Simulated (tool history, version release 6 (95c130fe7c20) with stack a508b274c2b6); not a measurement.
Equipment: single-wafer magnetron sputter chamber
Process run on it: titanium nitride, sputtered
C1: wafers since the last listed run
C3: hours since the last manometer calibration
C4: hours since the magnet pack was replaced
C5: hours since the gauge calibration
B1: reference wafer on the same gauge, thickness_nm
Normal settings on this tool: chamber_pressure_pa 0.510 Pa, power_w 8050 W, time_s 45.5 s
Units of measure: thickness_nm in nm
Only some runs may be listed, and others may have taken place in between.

run 1 hour=0.0 | chamber_pressure_pa=0.510 power_w=8050 time_s=45.5 | C1=0 wafers_on_the_sputter_target=5180 C3=1896.0 C4=6406.0 C5=913.3 | B1=75.202 | thickness_nm=66.813
run 2 hour=16.5 | chamber_pressure_pa=0.510 power_w=8050 time_s=45.5 | C1=377 wafers_on_the_sputter_target=5558 C3=1912.5 C4=6422.5 C5=929.8 | B1=75.141 | thickness_nm=66.484
run 3 hour=41.8 | chamber_pressure_pa=0.510 power_w=8050 time_s=45.5 | C1=579 wafers_on_the_sputter_target=6137 C3=1937.8 C4=6447.8 C5=955.1 | B1=75.193 | thickness_nm=66.832
run 4 hour=68.0 | chamber_pressure_pa=0.510 power_w=8050 time_s=45.5 | C1=599 wafers_on_the_sputter_target=6737 C3=1964.0 C4=6474.0 C5=981.3 | B1=75.223 | thickness_nm=66.698
run 5 hour=82.9 | chamber_pressure_pa=0.557 power_w=8050 time_s=45.5 | C1=341 wafers_on_the_sputter_target=7078 C3=1978.9 C4=6488.9 C5=996.2 | B1=75.172 | thickness_nm=65.651
run 6 hour=101.5 | chamber_pressure_pa=0.557 power_w=8050 time_s=45.5 | C1=425 wafers_on_the_sputter_target=7504 C3=1997.5 C4=6507.5 C5=1014.8 | B1=75.177 | thickness_nm=65.165
run 7 hour=119.2 | chamber_pressure_pa=0.510 power_w=8050 time_s=38.3 | C1=405 wafers_on_the_sputter_target=7909 C3=2015.2 C4=6525.2 C5=1032.5 | B1=75.214 | thickness_nm=55.714
run 8 hour=134.7 | chamber_pressure_pa=0.648 power_w=8050 time_s=42.3 | C1=354 wafers_on_the_sputter_target=8264 C3=2030.7 C4=6540.7 C5=1048.0 | B1=75.268 | thickness_nm=58.474
-- hour=137.5 gauge calibrated
run 9 hour=152.4 | chamber_pressure_pa=0.648 power_w=8050 time_s=42.3 | C1=405 wafers_on_the_sputter_target=8670 C3=2048.4 C4=6558.4 C5=14.9 | B1=75.203 | thickness_nm=58.424
-- hour=191.0 sputter target and shields replaced
run 10 hour=191.5 | chamber_pressure_pa=0.648 power_w=8050 time_s=42.3 | C1=712 wafers_on_the_sputter_target=12 C3=2087.5 C4=6597.5 C5=54.0 | B1=75.208 | thickness_nm=59.389
run 11 hour=233.3 | chamber_pressure_pa=0.374 power_w=8050 time_s=45.5 | C1=957 wafers_on_the_sputter_target=969 C3=2129.3 C4=6639.3 C5=95.8 | B1=75.222 | thickness_nm=70.508
run 12 hour=258.6 | chamber_pressure_pa=0.635 power_w=8050 time_s=45.5 | C1=579 wafers_on_the_sputter_target=1548 C3=2154.6 C4=6664.6 C5=121.1 | B1=75.159 | thickness_nm=64.276
run 13 hour=282.4 | chamber_pressure_pa=0.510 power_w=7500 time_s=48.6 | C1=544 wafers_on_the_sputter_target=2093 C3=2178.4 C4=6688.4 C5=144.9 | B1=75.185 | thickness_nm=66.964
run 14 hour=299.2 | chamber_pressure_pa=0.510 power_w=7500 time_s=48.6 | C1=384 wafers_on_the_sputter_target=2478 C3=2195.2 C4=6705.2 C5=161.7 | B1=75.226 | thickness_nm=67.068
run 15 hour=329.9 | chamber_pressure_pa=0.352 power_w=9850 time_s=37.9 | C1=702 wafers_on_the_sputter_target=3181 C3=2225.9 C4=6735.9 C5=192.4 | B1=75.301 | thickness_nm=71.927
run 16 hour=357.6 | chamber_pressure_pa=0.510 power_w=8050 time_s=45.5 | C1=634 wafers_on_the_sputter_target=3815 C3=2253.6 C4=6763.6 C5=220.1 | B1=75.139 | thickness_nm=67.135
-- hour=371.0 magnet pack replaced
run 17 hour=374.1 | chamber_pressure_pa=0.585 power_w=9100 time_s=53.7 | C1=194 wafers_on_the_sputter_target=4010 C3=2270.1 C4=3.1 C5=236.6 | B1=75.186 | thickness_nm=86.368
run 18 hour=392.8 | chamber_pressure_pa=0.692 power_w=9150 time_s=45.5 | C1=428 wafers_on_the_sputter_target=4438 C3=2288.8 C4=21.8 C5=255.3 | B1=75.264 | thickness_nm=70.867
run 19 hour=426.4 | chamber_pressure_pa=0.510 power_w=6600 time_s=45.5 | C1=769 wafers_on_the_sputter_target=5207 C3=2322.4 C4=55.4 C5=288.9 | B1=75.207 | thickness_nm=55.704
run 20 hour=450.8 | chamber_pressure_pa=0.510 power_w=9950 time_s=40.4 | C1=558 wafers_on_the_sputter_target=5766 C3=2346.8 C4=79.8 C5=313.3 | B1=75.156 | thickness_nm=72.798
run 21 hour=482.8 | chamber_pressure_pa=0.404 power_w=6600 time_s=50.8 | C1=732 wafers_on_the_sputter_target=6499 C3=2378.8 C4=111.8 C5=345.3 | B1=75.191 | thickness_nm=64.256
run 22 hour=508.5 | chamber_pressure_pa=0.676 power_w=9400 time_s=45.5 | C1=588 wafers_on_the_sputter_target=7087 C3=2404.5 C4=137.5 C5=371.0 | B1=75.211 | thickness_nm=72.886
run 23 hour=525.9 | chamber_pressure_pa=0.510 power_w=8050 time_s=45.5 | C1=398 wafers_on_the_sputter_target=7486 C3=2421.9 C4=154.9 C5=388.4 | B1=75.204 | thickness_nm=66.238
run 24 hour=542.7 | chamber_pressure_pa=0.510 power_w=7500 time_s=48.6 | C1=384 wafers_on_the_sputter_target=7870 C3=2438.7 C4=171.7 C5=405.2 | B1=75.135 | thickness_nm=66.718
-- hour=567.2 capacitance manometer re-zeroed and calibrated
-- hour=581.4 sputter target and shields replaced
run 25 hour=581.9 | chamber_pressure_pa=0.575 power_w=8050 time_s=40.9 | C1=531 wafers_on_the_sputter_target=11 C3=14.7 C4=210.9 C5=444.4 | B1=75.215 | thickness_nm=57.469
run 26 hour=594.2 | chamber_pressure_pa=0.361 power_w=6050 time_s=53.2 | C1=281 wafers_on_the_sputter_target=292 C3=27.0 C4=223.2 C5=456.7 | B1=75.189 | thickness_nm=62.637
run 27 hour=619.9 | chamber_pressure_pa=0.510 power_w=8050 time_s=41.2 | C1=588 wafers_on_the_sputter_target=881 C3=52.7 C4=248.9 C5=482.4 | B1=75.247 | thickness_nm=59.412
run 28 hour=645.5 | chamber_pressure_pa=0.432 power_w=6200 time_s=45.5 | C1=586 wafers_on_the_sputter_target=1467 C3=78.3 C4=274.5 C5=508.0 | B1=75.117 | thickness_nm=53.178
run 29 hour=681.2 | chamber_pressure_pa=0.510 power_w=8050 time_s=42.1 | C1=817 wafers_on_the_sputter_target=2284 C3=114.0 C4=310.2 C5=543.7 | B1=75.201 | thickness_nm=60.960
run 30 hour=717.0 | chamber_pressure_pa=0.457 power_w=9950 time_s=40.9 | C1=819 wafers_on_the_sputter_target=3104 C3=149.8 C4=346.0 C5=579.5 | B1=75.172 | thickness_nm=73.703
run 31 hour=751.9 | chamber_pressure_pa=0.677 power_w=7150 time_s=52.5 | C1=799 wafers_on_the_sputter_target=3903 C3=184.7 C4=380.9 C5=614.4 | B1=75.146 | thickness_nm=63.495
run 32 hour=770.9 | chamber_pressure_pa=0.510 power_w=8050 time_s=45.5 | C1=435 wafers_on_the_sputter_target=4338 C3=203.7 C4=399.9 C5=633.4 | B1=75.229 | thickness_nm=65.540
run 33 hour=790.3 | chamber_pressure_pa=0.314 power_w=8050 time_s=51.8 | C1=444 wafers_on_the_sputter_target=4783 C3=223.1 C4=419.3 C5=652.8 | B1=75.235 | thickness_nm=81.405
run 34 hour=814.4 | chamber_pressure_pa=0.510 power_w=8050 time_s=45.5 | C1=551 wafers_on_the_sputter_target=5334 C3=247.2 C4=443.4 C5=676.9 | B1=75.196 | thickness_nm=65.519
run 35 hour=847.2 | chamber_pressure_pa=0.510 power_w=8050 time_s=45.5 | C1=751 wafers_on_the_sputter_target=6085 C3=280.0 C4=476.2 C5=709.7 | B1=75.112 | thickness_nm=65.567
run 36 hour=870.6 | chamber_pressure_pa=0.557 power_w=8050 time_s=45.5 | C1=535 wafers_on_the_sputter_target=6621 C3=303.4 C4=499.6 C5=733.1 | B1=75.212 | thickness_nm=64.059

Entry by entry between the runs, the difference in hidden state between the last listed run before and the first listed run after:
In the gap between runs 8 and 9: gauge calibrated (hour 137.5)
  deposition rate above that of a new target (%): -1.45 -> -1.59; true argon pressure above the setpoint (%): -8.89 -> -8.98
  measured value less the no-hidden-state value, thickness_nm: +0.509 -> +0.442 nm
In the gap between runs 9 and 10: sputter target and shields replaced (hour 191.0)
  deposition rate above that of a new target (%): -1.59 -> -0.148; true argon pressure above the setpoint (%): -8.98 -> -9.2
  measured value less the no-hidden-state value, thickness_nm: +0.442 -> +1.335 nm
In the gap between runs 16 and 17: magnet pack replaced (hour 371.0)
  deposition rate above that of a new target (%): -0.442 -> -0.503; true argon pressure above the setpoint (%): -10.1 -> -10.2
  measured value less the no-hidden-state value, thickness_nm: +1.095 -> +1.641 nm
In the gap between runs 24 and 25: capacitance manometer re-zeroed and calibrated (hour 567.2); sputter target and shields replaced (hour 581.4)
  deposition rate above that of a new target (%): -1.46 -> -0.128; true argon pressure above the setpoint (%): -11.1 -> 1.49
  measured value less the no-hidden-state value, thickness_nm: +0.550 -> -0.274 nm
